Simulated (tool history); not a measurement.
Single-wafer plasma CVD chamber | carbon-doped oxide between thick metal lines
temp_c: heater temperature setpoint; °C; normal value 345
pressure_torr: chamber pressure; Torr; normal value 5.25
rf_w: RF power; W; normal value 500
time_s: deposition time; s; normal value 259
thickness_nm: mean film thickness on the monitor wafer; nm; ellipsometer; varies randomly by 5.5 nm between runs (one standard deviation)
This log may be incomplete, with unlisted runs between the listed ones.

run    hour  temp_c  pressure_torr  rf_w  time_s  wafers since the last listed run  hours since the last thermocouple change  hours since the last RF generator calibration  hours since the last manometer calibration  hours since the showerhead was replaced  hours since the gauge calibration  read-back reference wafer on the same gauge, thickness_nm  thickness_nm
  1     0.0     345           5.25   460     259                                 0                                    1502.7                                          873.9                                       509.7                                   4957.7                             2167.3                                                   1260.004      1138.334
        9.3  -- gauge calibrated
  2    37.3     345           5.25   460     259                               151                                    1540.0                                          911.2                                       547.0                                   4995.0                               28.0                                                   1260.218      1141.947
  3   134.8     345           5.25   500     259                               395                                    1637.5                                         1008.7                                       644.5                                   5092.5                              125.5                                                   1260.318      1187.996
      156.9  -- thermocouple changed; heater temperature recalibrated
  4   221.8     345           5.25   500     259                               320                                      64.9                                         1095.7                                       731.5                                   5179.5                              212.5                                                   1260.319      1187.184
      283.6  -- capacitance manometer re-zeroed and calibrated
  5   284.1     345           5.25   435     259                               220                                     127.2                                         1158.0                                         0.5                                   5241.8                              274.8                                                   1260.167      1121.103
      362.7  -- RF generator calibrated
  6   379.3     345           5.25   435     259                               353                                     222.4                                           16.6                                        95.7                                   5337.0                              370.0                                                   1259.591      1117.744
  7   444.9     345           5.25   500     259                               265                                     288.0                                           82.2                                       161.3                                   5402.6                              435.6                                                   1259.807      1194.066
  8   526.5     334           6.04   445     235                               330                                     369.6                                          163.8                                       242.9                                   5484.2                              517.2                                                   1260.095      1079.819
  9   601.7     345           5.25   500     259                               304                                     444.8                                          239.0                                       318.1                                   5559.4                              592.4                                                   1259.816      1199.243
 10   707.5     345           5.74   550     259                               428                                     550.6                                          344.8                                       423.9                                   5665.2                              698.2                                                   1259.679      1283.465
 11   802.0     332           5.25   565     240                               382                                     645.1                                          439.3                                       518.4                                   5759.7                              792.7                                                   1259.354      1238.476
 12   847.4     355           5.25   465     259                               183                                     690.5                                          484.7                                       563.8                                   5805.1                              838.1                                                   1259.799      1116.336
 13   923.9     333           4.91   400     246                               309                                     767.0                                          561.2                                       640.3                                   5881.6                              914.6                                                   1258.769      1023.747
 14   992.0     359           5.98   570     219                               275                                     835.1                                          629.3                                       708.4                                   5949.7                              982.7                                                   1260.571      1070.188
     1016.9  -- showerhead replaced
 15  1086.4     345           4.17   500     259                               350                                     929.5                                          723.7                                       802.8                                     69.5                             1077.1                                                   1260.796      1127.971
 16  1124.8     345           4.22   455     259                               155                                     967.9                                          762.1                                       841.2                                    107.9                             1115.5                                                   1259.236      1092.718
 17  1191.8     345           4.06   500     259                               271                                    1034.9                                          829.1                                       908.2                                    174.9                             1182.5                                                   1259.148      1129.508
     1218.2  -- capacitance manometer re-zeroed and calibrated
 18  1299.7     345           5.25   500     259                               404                                    1142.8                                          937.0                                        81.5                                    282.8                             1290.4                                                   1259.749      1200.125
 19  1398.8     345           5.25   500     211                               401                                    1241.9                                         1036.1                                       180.6                                    381.9                             1389.5                                                   1260.118       980.975
 20  1474.1     345           5.25   420     238                               305                                    1317.2                                         1111.4                                       255.9                                    457.2                             1464.8                                                   1259.863      1005.116
 21  1516.7     345           5.25   410     259                               172                                    1359.8                                         1154.0                                       298.5                                    499.8                             1507.4                                                   1259.914      1068.126
 22  1575.6     345           5.25   500     259                               238                                    1418.7                                         1212.9                                       357.4                                    558.7                             1566.3                                                   1259.957      1199.102
 23  1670.2     331           5.25   500     259                               383                                    1513.3                                         1307.5                                       452.0                                    653.3                             1660.9                                                   1259.699      1245.966
 24  1735.8     345           5.25   500     259                               265                                    1578.9                                         1373.1                                       517.6                                    718.9                             1726.5                                                   1259.561      1187.157
     1746.2  -- RF generator calibrated
 25  1787.2     345           5.25   410     289                               175                                    1630.3                                           41.0                                       569.0                                    770.3                             1777.9                                                   1259.812      1198.937
 26  1872.2     345           5.25   500     259                               344                                    1715.3                                          126.0                                       654.0                                    855.3                             1862.9                                                   1259.816      1189.449
 27  1939.4     345           5.25   500     259                               272                                    1782.5                                          193.2                                       721.2                                    922.5                             1930.1                                                   1260.895      1184.816

Below are 5 alternative next runs, each starting from the tool's condition after run 27. Predict each:
  A  1939.9     345           5.25   500     259                                 2                                    1783.0                                          193.7                                       721.7                                    923.0                             1930.6                                                          ?             ?
  B  1939.9     345           5.79   445     302                                 2                                    1783.0                                          193.7                                       721.7                                    923.0                             1930.6                                                          ?             ?
  C  1939.9     345           5.25   545     207                                 2                                    1783.0                                          193.7                                       721.7                                    923.0                             1930.6                                                          ?             ?
  D  1939.9     334           4.31   535     304                                 2                                    1783.0                                          193.7                                       721.7                                    923.0                             1930.6                                                          ?             ?
  E  1939.9     345           5.25   565     281                                 2                                    1783.0                                          193.7                                       721.7                                    923.0                             1930.6                                                          ?             ?

run  read-back reference wafer on the same gauge, thickness_nm  thickness_nm
  A                                                   1260.170      1192.678
  B                                                   1260.170      1331.387
  C                                                   1260.170       998.343
  D                                                   1260.170      1442.213
  E                                                   1260.170      1380.408
Stripped of hidden state, with their random variation kept, the same runs would have yielded:
run  thickness_nm
  A      1205.899
  B      1342.585
  C      1009.410
  D      1456.502
  E      1395.711

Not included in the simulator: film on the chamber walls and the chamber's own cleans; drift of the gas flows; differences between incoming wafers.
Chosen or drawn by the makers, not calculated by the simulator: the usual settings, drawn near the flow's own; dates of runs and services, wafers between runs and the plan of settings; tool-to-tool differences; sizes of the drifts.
